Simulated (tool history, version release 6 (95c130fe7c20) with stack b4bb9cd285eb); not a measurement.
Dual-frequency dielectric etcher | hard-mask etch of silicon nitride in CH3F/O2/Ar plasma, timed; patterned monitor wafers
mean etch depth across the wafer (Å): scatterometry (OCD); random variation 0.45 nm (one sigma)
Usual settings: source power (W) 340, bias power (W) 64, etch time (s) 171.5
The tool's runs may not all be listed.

run	hour	source power (W)	bias power (W)	etch time (s)	read-back reference wafer on the same gauge, depth_nm	mean etch depth across the wafer (Å)
1	0	340	64	171.5	88	1035
2	51.3	340	64	171.5	88	1047
3	93.7	340	53	202.5	87.8	1140
4	120.8	340	53	202.5	88.1	1142
5	169.1	340	53	202.5	88	1148
6	194.6	340	64	171.5	88	1040
# hour 246.4: bias power generator calibrated
7	256.7	340	56	171.5	87.9	1008
8	301.7	340	64	171.5	88.1	1057
# hour 341.6: upper electrode replaced
9	342.1	340	64	171.5	87.9	1070
10	361.5	340	64	171.5	87.9	1063
11	399.2	340	64	171.5	88	1052
# hour 402.3: gauge calibrated
12	468.7	340	64	171.5	88	1059
13	514.4	340	64	171.5	88.1	1062
# hour 563.7: wet clean of the chamber
14	570.1	340	64	171.5	88	1058
15	612.3	340	64	171.5	88	1052
# hour 620.9: source power generator calibrated
16	641.2	310	52	196.5	88	1059
17	668.3	370	68	196	88	1294
18	714.4	340	64	145.5	87.9	897
19	747.2	340	57	194	88	1130
20	780	290	51	131.5	87.8	676
21	848.2	410	73	215	87.8	1520
22	910.4	340	64	171.5	88	1051
23	966.1	300	64	171.5	88	984
24	993.3	390	64	152.5	88.1	997
25	1038.7	340	64	171.5	87.8	1054
26	1068.2	400	64	171.5	87.9	1130
27	1110.2	390	64	152.5	88.1	991
28	1135.6	410	50	190.5	87.9	1155
# hour 1181.4: wet clean of the chamber
29	1202.8	310	64	171.5	87.9	993
30	1243	410	50	144	87.8	873

Forecast each of these 4 alternatives for the next run:
A	1243.5	340	64	171.5	?	?
B	1243.5	290	53	125.5	?	?
C	1243.5	400	75	127.5	?	?
D	1243.5	380	53	171.5	?	?

run	read-back reference wafer on the same gauge, depth_nm	mean etch depth across the wafer (Å)
A	88.1	1053
B	88.1	658
C	88.1	902
D	88.1	1029
Without the tool's hidden state the same runs would have given:
run	mean etch depth across the wafer (Å)
A	1076
B	672
C	923
D	1050
